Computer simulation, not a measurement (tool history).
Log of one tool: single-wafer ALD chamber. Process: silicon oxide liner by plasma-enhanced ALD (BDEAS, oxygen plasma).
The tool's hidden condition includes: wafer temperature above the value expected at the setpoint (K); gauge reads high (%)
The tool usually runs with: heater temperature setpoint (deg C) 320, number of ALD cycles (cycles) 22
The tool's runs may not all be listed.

run	hour	heater temperature setpoint (deg C)	number of ALD cycles (cycles)	wafers since the last listed run	hours since the last thermocouple change	hours since the gauge calibration	read-back reference wafer on the same gauge, thickness_nm	mean film thickness on the monitor wafer (Å)
1	0	320	22	0	2039.3	273	1.879	19.71
2	25.9	320	24	347	2065.2	298.9	1.881	21.22
3	46.4	320	22	275	2085.7	319.4	1.881	19.58
4	76.4	320	22	402	2115.7	349.4	1.88	19.36
5	108.7	320	22	433	2148	381.7	1.88	19.34
6	124.9	320	22	217	2164.2	397.9	1.88	19.61
7	143.9	320	22	255	2183.2	416.9	1.88	19.6
8	165.3	325	22	287	2204.6	438.3	1.88	19.58
9	267.4	325	22	1370	2306.7	540.4	1.88	19.46
10	283	320	22	209	2322.3	556	1.879	19.41
11	310.7	320	22	371	2350	583.7	1.88	19.43
12	333.5	320	22	306	2372.8	606.5	1.88	19.56
# hour 364.5: thermocouple changed; heater temperature recalibrated
13	419.8	320	22	1051	55.3	692.8	1.881	19.57
14	434.1	312	23	191	69.6	707.1	1.88	20.52
15	463.4	314	26	393	98.9	736.4	1.881	23.38
# hour 474.1: gauge calibrated
16	493.2	328	20	400	128.7	19.1	1.88	17.47
17	521.5	320	22	379	157	47.4	1.88	19.56
18	553.1	324	22	424	188.6	79	1.879	19.46
19	575.9	320	19	306	211.4	101.8	1.878	16.78
20	594.4	320	22	248	229.9	120.3	1.88	19.42
21	614.7	305	26	272	250.2	140.6	1.88	23.38
22	641.8	308	19	363	277.3	167.7	1.879	17.17
23	670.1	320	20	379	305.6	196	1.88	17.71
24	700	328	19	401	335.5	225.9	1.88	16.67
25	725	313	23	335	360.5	250.9	1.879	20.43
26	753.2	320	22	378	388.7	279.1	1.881	19.48
27	782.3	315	25	390	417.8	308.2	1.879	22.4

The tool's hidden state at each run:
wafer temperature above the value expected at the setpoint (K): 0 on each run
gauge reads high (%): 0 on each run
